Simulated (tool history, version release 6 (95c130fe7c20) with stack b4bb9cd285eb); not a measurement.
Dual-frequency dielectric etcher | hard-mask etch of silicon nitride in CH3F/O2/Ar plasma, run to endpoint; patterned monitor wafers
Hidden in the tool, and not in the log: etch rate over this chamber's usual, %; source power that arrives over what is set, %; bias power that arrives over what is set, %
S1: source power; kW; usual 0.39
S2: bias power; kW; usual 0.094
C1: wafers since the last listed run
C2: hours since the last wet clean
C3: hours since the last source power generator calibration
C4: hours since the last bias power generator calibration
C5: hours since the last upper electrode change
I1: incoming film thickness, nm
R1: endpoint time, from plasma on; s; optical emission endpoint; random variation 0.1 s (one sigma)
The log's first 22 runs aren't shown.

{"run": 23, "day": 11.592, "S1": 0.31, "S2": 0.112, "C1": 3, "C2": 157.3, "C3": 171, "C4": 98.6, "C5": 0.8, "I1": 27.49, "R1": 34.2}
{"run": 24, "day": 11.842, "S1": 0.34, "S2": 0.078, "C1": 73, "C2": 163.3, "C3": 177, "C4": 104.6, "C5": 6.8, "I1": 27.45, "R1": 40.4}
{"run": 25, "day": 12.233, "S1": 0.39, "S2": 0.111, "C1": 114, "C2": 172.7, "C3": 186.4, "C4": 114, "C5": 16.2, "I1": 27.23, "R1": 31.7}
{"run": 26, "day": 12.571, "S1": 0.45, "S2": 0.076, "C1": 98, "C2": 180.8, "C3": 194.5, "C4": 122.1, "C5": 24.3, "I1": 27.4, "R1": 37}
{"run": 27, "day": 13.038, "S1": 0.39, "S2": 0.086, "C1": 136, "C2": 192, "C3": 205.7, "C4": 133.3, "C5": 35.5, "I1": 27.38, "R1": 36.3}
{"run": 28, "day": 13.521, "S1": 0.39, "S2": 0.094, "C1": 141, "C2": 203.6, "C3": 217.3, "C4": 144.9, "C5": 47.1, "I1": 27.21, "R1": 34.4}
{"run": 29, "day": 13.779, "S1": 0.34, "S2": 0.108, "C1": 75, "C2": 209.8, "C3": 223.5, "C4": 151.1, "C5": 53.3, "I1": 27.46, "R1": 33.9}
{"run": 30, "day": 14.138, "S1": 0.32, "S2": 0.109, "C1": 104, "C2": 218.4, "C3": 232.1, "C4": 159.7, "C5": 61.9, "I1": 27.44, "R1": 34.5}
{"run": 31, "day": 14.408, "S1": 0.33, "S2": 0.075, "C1": 79, "C2": 224.9, "C3": 238.6, "C4": 166.2, "C5": 68.4, "I1": 27.44, "R1": 41.5}
{"run": 32, "day": 14.929, "S1": 0.29, "S2": 0.071, "C1": 152, "C2": 237.4, "C3": 251.1, "C4": 178.7, "C5": 80.9, "I1": 27.4, "R1": 44.7}
{"run": 33, "day": 15.512, "S1": 0.29, "S2": 0.071, "C1": 170, "C2": 251.4, "C3": 265.1, "C4": 192.7, "C5": 94.9, "I1": 27.55, "R1": 44.9}
{"run": 34, "day": 15.962, "S1": 0.39, "S2": 0.094, "C1": 131, "C2": 262.2, "C3": 275.9, "C4": 203.5, "C5": 105.7, "I1": 27.59, "R1": 34.6}
{"run": 35, "day": 16.258, "S1": 0.32, "S2": 0.076, "C1": 86, "C2": 269.3, "C3": 283, "C4": 210.6, "C5": 112.8, "I1": 27.49, "R1": 41.7}

Forecast each of these 4 alternatives for the next run:
{"run": "A", "day": 16.275, "S1": 0.39, "S2": 0.107, "C1": 4, "C2": 269.7, "C3": 283.4, "C4": 211, "C5": 113.2, "I1": 27.62, "R1": "?"}
{"run": "B", "day": 16.275, "S1": 0.39, "S2": 0.104, "C1": 4, "C2": 269.7, "C3": 283.4, "C4": 211, "C5": 113.2, "I1": 27.62, "R1": "?"}
{"run": "C", "day": 16.275, "S1": 0.39, "S2": 0.102, "C1": 4, "C2": 269.7, "C3": 283.4, "C4": 211, "C5": 113.2, "I1": 27.62, "R1": "?"}
{"run": "D", "day": 16.275, "S1": 0.46, "S2": 0.094, "C1": 4, "C2": 269.7, "C3": 283.4, "C4": 211, "C5": 113.2, "I1": 27.62, "R1": "?"}

run=A R1=32.7
run=B R1=33.1
run=C R1=33.5
run=D R1=33
Without the tool's hidden state the same runs would have given:
run=A R1=32.9
run=B R1=33.4
run=C R1=33.7
run=D R1=33.3
